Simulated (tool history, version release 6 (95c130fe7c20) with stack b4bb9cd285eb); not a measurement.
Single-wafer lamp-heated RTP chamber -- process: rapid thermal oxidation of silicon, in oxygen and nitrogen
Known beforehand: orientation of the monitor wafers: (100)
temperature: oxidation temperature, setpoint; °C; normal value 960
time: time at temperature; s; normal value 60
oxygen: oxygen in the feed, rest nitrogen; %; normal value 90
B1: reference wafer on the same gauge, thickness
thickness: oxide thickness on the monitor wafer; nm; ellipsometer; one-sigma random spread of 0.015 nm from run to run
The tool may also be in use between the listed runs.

Run 1, hour 0: usual settings; B1 5.081. Result: thickness 4.595 nm.
Run 2, hour 84.9: usual settings; B1 5.081. Result: thickness 4.567 nm.
Run 3, hour 99.9: usual settings; B1 5.08. Result: thickness 4.585 nm.
Run 4, hour 131.4: usual settings; B1 5.086. Result: thickness 4.58 nm.
Run 5, hour 149.3: usual settings; B1 5.082. Result: thickness 4.58 nm.
Run 6, hour 178.6: usual settings; B1 5.079. Result: thickness 4.579 nm.
At hour 214.1: oxygen flow controller replaced.
Run 7, hour 214.6: usual settings but time 49 s; B1 5.077. Result: thickness 4.204 nm.
Run 8, hour 243.9: usual settings but time 49 s; B1 5.078. Result: thickness 4.217 nm.
At hour 276.5: pyrometer window cleaned and pyrometer calibrated.
Run 9, hour 279.4: usual settings but time 49 s; B1 5.079. Result: thickness 4.406 nm.
Run 10, hour 303: usual settings; B1 5.08. Result: thickness 4.783 nm.
At hour 310.1: gauge calibrated.
Run 11, hour 319.5: usual settings but temperature 936 °C, time 52 s, oxygen 76 %; B1 5.085. Result: thickness 3.644 nm.
Run 12, hour 351.2: usual settings but time 49 s; B1 5.076. Result: thickness 4.439 nm.
Run 13, hour 373.1: usual settings; B1 5.088. Result: thickness 4.818 nm.
At hour 383.8: pyrometer window cleaned and pyrometer calibrated, repeated, since the last time left the tool worse.
Run 14, hour 389.4: usual settings but temperature 986 °C, oxygen 98 %; B1 5.078. Result: thickness 5.489 nm.
Run 15, hour 407.6: usual settings; B1 5.08. Result: thickness 4.453 nm.
Run 16, hour 443.6: usual settings but temperature 935 °C, time 49 s, oxygen 98 %; B1 5.08. Result: thickness 3.538 nm.
Run 17, hour 457.1: usual settings but time 36 s, oxygen 98 %; B1 5.08. Result: thickness 3.733 nm.
Run 18, hour 469.5: usual settings but temperature 979 °C; B1 5.078. Result: thickness 5.122 nm.
Run 19, hour 482.6: usual settings but oxygen 80 %; B1 5.083. Result: thickness 4.279 nm.
Run 20, hour 515.1: usual settings but temperature 940 °C, oxygen 79 %; B1 5.081. Result: thickness 3.719 nm.

4 options for the next run, each taken on its own from the tool as it stands now. Forecast them:
Run A, hour 515.6: usual settings; B1 ?. Result: thickness ?.
Run B, hour 515.6: usual settings but time 73 s, oxygen 71 %; B1 ?. Result: thickness ?.
Run C, hour 515.6: usual settings but temperature 947 °C, oxygen 98 %; B1 ?. Result: thickness ?.
Run D, hour 515.6: usual settings but temperature 948 °C, oxygen 98 %; B1 ?. Result: thickness ?.

run     B1  thickness
  A  5.083       4.46
  B  5.083      4.484
  C  5.083      4.177
  D  5.083      4.207
Without the tool's hidden state the same runs would have given:
run  thickness
  A      4.392
  B      4.416
  C      4.114
  D      4.143
